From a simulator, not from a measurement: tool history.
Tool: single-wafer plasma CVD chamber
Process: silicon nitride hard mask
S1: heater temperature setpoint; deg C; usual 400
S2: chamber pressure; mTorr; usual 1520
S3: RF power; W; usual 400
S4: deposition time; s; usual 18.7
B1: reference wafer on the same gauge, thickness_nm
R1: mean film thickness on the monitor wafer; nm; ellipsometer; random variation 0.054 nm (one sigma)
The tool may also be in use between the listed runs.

run	hour	S1	S2	S3	S4	B1	R1
1	0.0	400	1340	400	17.9	29.297	23.885
2	16.3	400	1340	400	17.9	29.301	23.936
3	32.2	400	1670	400	18.7	29.290	26.362
# hour 43.4: RF generator calibrated
4	45.0	400	1670	400	18.7	29.293	26.384
5	53.1	400	1670	400	18.7	29.300	26.357
# hour 75.7: capacitance manometer re-zeroed and calibrated
6	76.2	400	1520	340	18.7	29.301	23.755
7	76.5	393	1670	345	20.3	29.302	26.678
8	87.4	400	1350	400	17.1	29.308	23.343
9	93.8	400	1520	435	20.0	29.304	29.492
10	106.1	414	1770	400	18.7	29.293	27.161
11	117.9	400	1520	400	22.0	29.298	30.899
12	134.6	400	1520	400	15.0	29.305	20.959
# hour 143.4: showerhead replaced
13	143.9	411	1290	345	17.6	29.293	21.513
14	153.4	407	1710	340	15.4	29.306	19.991
# hour 161.0: gauge calibrated
15	164.0	400	1520	400	18.7	29.303	26.125
16	180.3	400	1520	400	18.7	29.303	26.164
17	193.4	400	1520	400	18.7	29.307	26.193
18	200.9	400	1520	460	16.9	29.295	25.681
19	215.2	387	1520	400	18.7	29.304	26.261
20	225.9	400	1520	400	18.7	29.301	26.240
21	238.1	400	1520	400	18.7	29.306	26.048

The next listed run, before its measurement:
22	249.6	400	1520	425	18.7	?	?

{"run 22": {"B1": 29.307, "R1": 27.048}}
Without the tool's hidden state the same run would have given R1 27.214 nm.

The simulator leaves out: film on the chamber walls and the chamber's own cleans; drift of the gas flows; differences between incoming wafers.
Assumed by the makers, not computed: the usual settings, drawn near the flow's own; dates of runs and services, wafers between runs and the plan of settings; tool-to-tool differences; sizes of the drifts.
